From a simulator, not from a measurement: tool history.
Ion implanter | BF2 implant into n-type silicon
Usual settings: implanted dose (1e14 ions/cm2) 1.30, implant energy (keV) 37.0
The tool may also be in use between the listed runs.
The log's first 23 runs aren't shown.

run      day  implanted dose (1e14 ions/cm2)  implant energy (keV)  wafers since the last listed run  hours since the last dose calibration  hours since the extraction supply was calibrated  hours since the gauge calibration  read-back reference wafer on the same gauge, sheet resistance  sheet resistance of the implanted and annealed layer (ohm/square)
 24   78.450                            1.17                  33.0                               835                                   42.6                                             847.8                             1369.2                                                         758.87                                                             724.73
 25   80.021                            1.41                  37.0                               748                                   80.3                                             885.5                             1406.9                                                         759.21                                                             618.89
 26   81.900                            1.51                  30.0                               895                                  125.4                                             930.6                             1452.0                                                         758.72                                                             597.56
 27   86.688                            1.30                  37.0                              2280                                  240.3                                            1045.5                             1566.9                                                         757.85                                                             653.02
 28   90.450                            1.30                  44.0                              1792                                  330.6                                            1135.8                             1657.2                                                         759.91                                                             643.87
 29   93.767                            1.49                  27.0                              1579                                  410.2                                            1215.4                             1736.8                                                         757.85                                                             614.36
 30   97.796                            1.62                  44.5                              1919                                  506.9                                            1312.1                             1833.5                                                         759.91                                                             541.73
 31  101.012                            1.06                  29.5                              1532                                  584.1                                            1389.3                             1910.7                                                         759.63                                                             797.62
 32  104.167                            0.96                  41.5                              1502                                  659.8                                            1465.0                             1986.4                                                         758.62                                                             814.05
 33  106.325                            1.30                  37.0                              1028                                  711.6                                            1516.8                             2038.2                                                         758.29                                                             658.33
     106.542  -- gauge calibrated
 34  108.675                            0.96                  37.0                              1119                                  768.0                                            1573.2                               51.2                                                         760.01                                                             834.27
 35  111.567                            1.18                  48.5                              1377                                  837.4                                            1642.6                              120.6                                                         759.39                                                             678.96
 36  114.658                            1.30                  37.0                              1472                                  911.6                                            1716.8                              194.8                                                         758.19                                                             657.09

5 ways to go on from here, each from the tool as it stands after run 36. What would each give?
  A  114.675                            1.30                  37.0                                 7                                  912.0                                            1717.2                              195.2                                                              ?                                                                  ?
  B  114.675                            1.08                  33.5                                 7                                  912.0                                            1717.2                              195.2                                                              ?                                                                  ?
  C  114.675                            1.30                  41.5                                 7                                  912.0                                            1717.2                              195.2                                                              ?                                                                  ?
  D  114.675                            1.52                  29.5                                 7                                  912.0                                            1717.2                              195.2                                                              ?                                                                  ?
  E  114.675                            1.15                  25.0                                 7                                  912.0                                            1717.2                              195.2                                                              ?                                                                  ?

run  read-back reference wafer on the same gauge, sheet resistance  sheet resistance of the implanted and annealed layer (ohm/square)
  A                                                         760.26                                                             656.08
  B                                                         760.26                                                             769.79
  C                                                         760.26                                                             645.36
  D                                                         760.26                                                             599.21
  E                                                         760.26                                                             771.32
Without the tool's hidden state the same runs would have given:
run  sheet resistance of the implanted and annealed layer (ohm/square)
  A                                                             656.08
  B                                                             769.79
  C                                                             645.36
  D                                                             599.21
  E                                                             771.32
